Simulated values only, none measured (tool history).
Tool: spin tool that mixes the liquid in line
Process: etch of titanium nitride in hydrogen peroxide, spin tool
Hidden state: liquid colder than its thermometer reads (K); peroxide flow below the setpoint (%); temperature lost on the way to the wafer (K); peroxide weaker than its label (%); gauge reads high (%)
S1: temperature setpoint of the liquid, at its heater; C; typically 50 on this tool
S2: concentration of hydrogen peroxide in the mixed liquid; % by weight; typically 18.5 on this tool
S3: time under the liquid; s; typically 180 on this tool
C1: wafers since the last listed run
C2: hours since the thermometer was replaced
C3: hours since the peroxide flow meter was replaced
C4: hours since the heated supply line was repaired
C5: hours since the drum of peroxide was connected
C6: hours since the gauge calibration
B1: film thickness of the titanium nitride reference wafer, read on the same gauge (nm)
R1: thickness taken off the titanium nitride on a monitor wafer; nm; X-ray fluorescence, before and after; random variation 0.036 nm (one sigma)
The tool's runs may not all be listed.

{"run": 1, "hour": 0.0, "S1": 50, "S2": 18.5, "S3": 180, "C1": 0, "C2": 2360.3, "C3": 1761.8, "C4": 2442.9, "C5": 611.6, "C6": 361.8, "B1": 40.007, "R1": 3.167}
{"run": 2, "hour": 11.1, "S1": 50, "S2": 18.5, "S3": 180, "C1": 55, "C2": 2371.4, "C3": 1772.9, "C4": 2454, "C5": 622.7, "C6": 372.9, "B1": 39.99, "R1": 3.132}
{"run": 3, "hour": 21.8, "S1": 44, "S2": 18.5, "S3": 180, "C1": 53, "C2": 2382.1, "C3": 1783.6, "C4": 2464.7, "C5": 633.4, "C6": 383.6, "B1": 39.998, "R1": 2}
{"run": 4, "hour": 35.0, "S1": 44, "S2": 18.5, "S3": 180, "C1": 66, "C2": 2395.3, "C3": 1796.8, "C4": 2477.9, "C5": 646.6, "C6": 396.8, "B1": 40.022, "R1": 1.992}
{"run": 5, "hour": 50.3, "S1": 44, "S2": 18.5, "S3": 180, "C1": 76, "C2": 2410.6, "C3": 1812.1, "C4": 2493.2, "C5": 661.9, "C6": 412.1, "B1": 39.976, "R1": 1.996}
{"run": 6, "hour": 67.8, "S1": 50, "S2": 20.5, "S3": 180, "C1": 87, "C2": 2428.1, "C3": 1829.6, "C4": 2510.7, "C5": 679.4, "C6": 429.6, "B1": 39.997, "R1": 3.166}
{"hour": 71.1, "done": "heated supply line repaired"}
{"run": 7, "hour": 95.9, "S1": 53, "S2": 17, "S3": 180, "C1": 135, "C2": 2456.2, "C3": 1857.7, "C4": 24.8, "C5": 707.5, "C6": 457.7, "B1": 40.005, "R1": 5.065}
{"hour": 102.4, "done": "gauge calibrated"}
{"run": 8, "hour": 107.6, "S1": 50, "S2": 18.5, "S3": 105, "C1": 58, "C2": 2467.9, "C3": 1869.4, "C4": 36.5, "C5": 719.2, "C6": 5.2, "B1": 39.999, "R1": 2.45}
{"run": 9, "hour": 129.9, "S1": 50, "S2": 14.5, "S3": 110, "C1": 111, "C2": 2490.2, "C3": 1891.7, "C4": 58.8, "C5": 741.5, "C6": 27.5, "B1": 40.002, "R1": 2.461}
{"hour": 140.5, "done": "thermometer replaced"}
{"run": 10, "hour": 147.8, "S1": 50, "S2": 16.5, "S3": 180, "C1": 84, "C2": 7.3, "C3": 1909.6, "C4": 76.7, "C5": 759.4, "C6": 45.4, "B1": 40.017, "R1": 4.024}
{"run": 11, "hour": 154.5, "S1": 50, "S2": 18.5, "S3": 70, "C1": 33, "C2": 14, "C3": 1916.3, "C4": 83.4, "C5": 766.1, "C6": 52.1, "B1": 40.018, "R1": 1.621}
{"hour": 159.1, "done": "peroxide flow meter replaced"}
{"run": 12, "hour": 172.2, "S1": 53, "S2": 18.5, "S3": 180, "C1": 83, "C2": 31.7, "C3": 13.1, "C4": 101.1, "C5": 783.8, "C6": 69.8, "B1": 40.008, "R1": 5.137}
{"run": 13, "hour": 181.9, "S1": 44, "S2": 18.5, "S3": 180, "C1": 48, "C2": 41.4, "C3": 22.8, "C4": 110.8, "C5": 793.5, "C6": 79.5, "B1": 40.016, "R1": 2.651}
{"run": 14, "hour": 194.8, "S1": 50, "S2": 18.5, "S3": 180, "C1": 64, "C2": 54.3, "C3": 35.7, "C4": 123.7, "C5": 806.4, "C6": 92.4, "B1": 39.996, "R1": 4.173}
{"run": 15, "hour": 202.0, "S1": 44.5, "S2": 22, "S3": 215, "C1": 36, "C2": 61.5, "C3": 42.9, "C4": 130.9, "C5": 813.6, "C6": 99.6, "B1": 39.996, "R1": 3.453}
{"hour": 206.9, "done": "new drum of peroxide connected"}
{"run": 16, "hour": 216.1, "S1": 42, "S2": 22, "S3": 135, "C1": 65, "C2": 75.6, "C3": 57, "C4": 145, "C5": 9.2, "C6": 113.7, "B1": 39.992, "R1": 1.764}
{"run": 17, "hour": 231.8, "S1": 50, "S2": 18.5, "S3": 215, "C1": 78, "C2": 91.3, "C3": 72.7, "C4": 160.7, "C5": 24.9, "C6": 129.4, "B1": 39.993, "R1": 4.974}
{"run": 18, "hour": 241.8, "S1": 58.5, "S2": 18.5, "S3": 280, "C1": 50, "C2": 101.3, "C3": 82.7, "C4": 170.7, "C5": 34.9, "C6": 139.4, "B1": 40.005, "R1": 11.76}
{"run": 19, "hour": 251.7, "S1": 58, "S2": 18.5, "S3": 180, "C1": 49, "C2": 111.2, "C3": 92.6, "C4": 180.6, "C5": 44.8, "C6": 149.3, "B1": 39.995, "R1": 7.357}
{"run": 20, "hour": 265.3, "S1": 55.5, "S2": 20.5, "S3": 180, "C1": 68, "C2": 124.8, "C3": 106.2, "C4": 194.2, "C5": 58.4, "C6": 162.9, "B1": 40.004, "R1": 6.244}
{"run": 21, "hour": 280.6, "S1": 50, "S2": 18.5, "S3": 265, "C1": 76, "C2": 140.1, "C3": 121.5, "C4": 209.5, "C5": 73.7, "C6": 178.2, "B1": 40.024, "R1": 6.02}
{"run": 22, "hour": 297.6, "S1": 50, "S2": 18.5, "S3": 180, "C1": 85, "C2": 157.1, "C3": 138.5, "C4": 226.5, "C5": 90.7, "C6": 195.2, "B1": 39.973, "R1": 4.094}
{"run": 23, "hour": 304.0, "S1": 58.5, "S2": 18.5, "S3": 280, "C1": 32, "C2": 163.5, "C3": 144.9, "C4": 232.9, "C5": 97.1, "C6": 201.6, "B1": 39.986, "R1": 11.662}
{"run": 24, "hour": 311.9, "S1": 56, "S2": 14, "S3": 290, "C1": 39, "C2": 171.4, "C3": 152.8, "C4": 240.8, "C5": 105, "C6": 209.5, "B1": 39.963, "R1": 9.616}
{"run": 25, "hour": 326.5, "S1": 58, "S2": 15, "S3": 285, "C1": 73, "C2": 186, "C3": 167.4, "C4": 255.4, "C5": 119.6, "C6": 224.1, "B1": 40.004, "R1": 11.001}

Measured minus without-hidden-state, run by run (identical run-to-run variation in each term; gauge scatter may differ):
run=1 R1=-1.363
run=2 R1=-1.354
run=3 R1=-0.91
run=4 R1=-0.912
run=5 R1=-0.919
run=6 R1=-1.406
run=7 R1=-0.377
run=8 R1=-0.19
run=9 R1=-0.199
run=10 R1=-0.334
run=11 R1=-0.136
run=12 R1=-0.435
run=13 R1=-0.242
run=14 R1=-0.373
run=15 R1=-0.325
run=16 R1=-0.171
run=17 R1=-0.472
run=18 R1=-1.075
run=19 R1=-0.685
run=20 R1=-0.6
run=21 R1=-0.615
run=22 R1=-0.428
run=23 R1=-1.163
run=24 R1=-0.982
run=25 R1=-1.134
